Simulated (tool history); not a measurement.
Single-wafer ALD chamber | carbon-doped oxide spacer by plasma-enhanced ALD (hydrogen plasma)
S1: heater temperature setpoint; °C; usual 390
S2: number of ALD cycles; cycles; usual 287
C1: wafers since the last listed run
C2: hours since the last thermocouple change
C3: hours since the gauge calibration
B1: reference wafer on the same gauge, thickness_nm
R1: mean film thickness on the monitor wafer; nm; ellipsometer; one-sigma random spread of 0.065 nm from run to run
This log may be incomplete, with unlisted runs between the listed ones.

run	hour	S1	S2	C1	C2	C3	B1	R1
1	0.0	390	325	0	1182.1	98.7	14.769	15.274
2	6.8	390	325	11	1188.9	105.5	14.795	15.334
3	20.1	390	287	22	1202.2	118.8	14.777	13.501
4	27.1	390	287	11	1209.2	125.8	14.802	13.431
5	41.8	390	287	24	1223.9	140.5	14.817	13.482
# hour 56.9: gauge calibrated
6	59.7	390	287	29	1241.8	2.8	14.832	13.547
7	73.3	390	287	22	1255.4	16.4	14.792	13.359
8	79.6	398	287	10	1261.7	22.7	14.804	13.506
9	87.6	398	287	13	1269.7	30.7	14.766	13.450
10	97.7	398	287	16	1279.8	40.8	14.792	13.491
# hour 111.1: thermocouple changed; heater temperature recalibrated
11	111.6	390	299	9	0.5	54.7	14.795	13.930
12	112.3	390	299	1	1.2	55.4	14.831	14.016
13	129.6	390	287	28	18.5	72.7	14.790	13.427
14	139.5	386	257	16	28.4	82.6	14.784	12.098
15	147.3	390	287	13	36.2	90.4	14.788	13.384
16	161.5	390	287	23	50.4	104.6	14.807	13.428
17	175.8	381	324	23	64.7	118.9	14.813	15.103
# hour 183.8: gauge calibrated
18	185.2	390	287	15	74.1	1.4	14.801	13.397
19	200.6	397	230	25	89.5	16.8	14.796	10.742
20	219.2	399	238	31	108.1	35.4	14.828	11.067
21	230.6	390	287	19	119.5	46.8	14.784	13.447
22	239.3	382	248	14	128.2	55.5	14.785	11.590
23	250.5	390	302	18	139.4	66.7	14.819	14.074
24	265.6	395	237	25	154.5	81.8	14.817	11.094
25	280.5	405	232	24	169.4	96.7	14.780	10.786

Across each entry between runs, compare the hidden state at the last listed run before it with the hidden state at the first listed run after it:
After run 5, before run 6: gauge calibrated (hour 56.9)
  no difference in the tool's unlogged condition between these two runs
After run 10, before run 11: thermocouple changed; heater temperature recalibrated (hour 111.1)
  no difference in the tool's unlogged condition between these two runs
After run 17, before run 18: gauge calibrated (hour 183.8)
  no difference in the tool's unlogged condition between these two runs
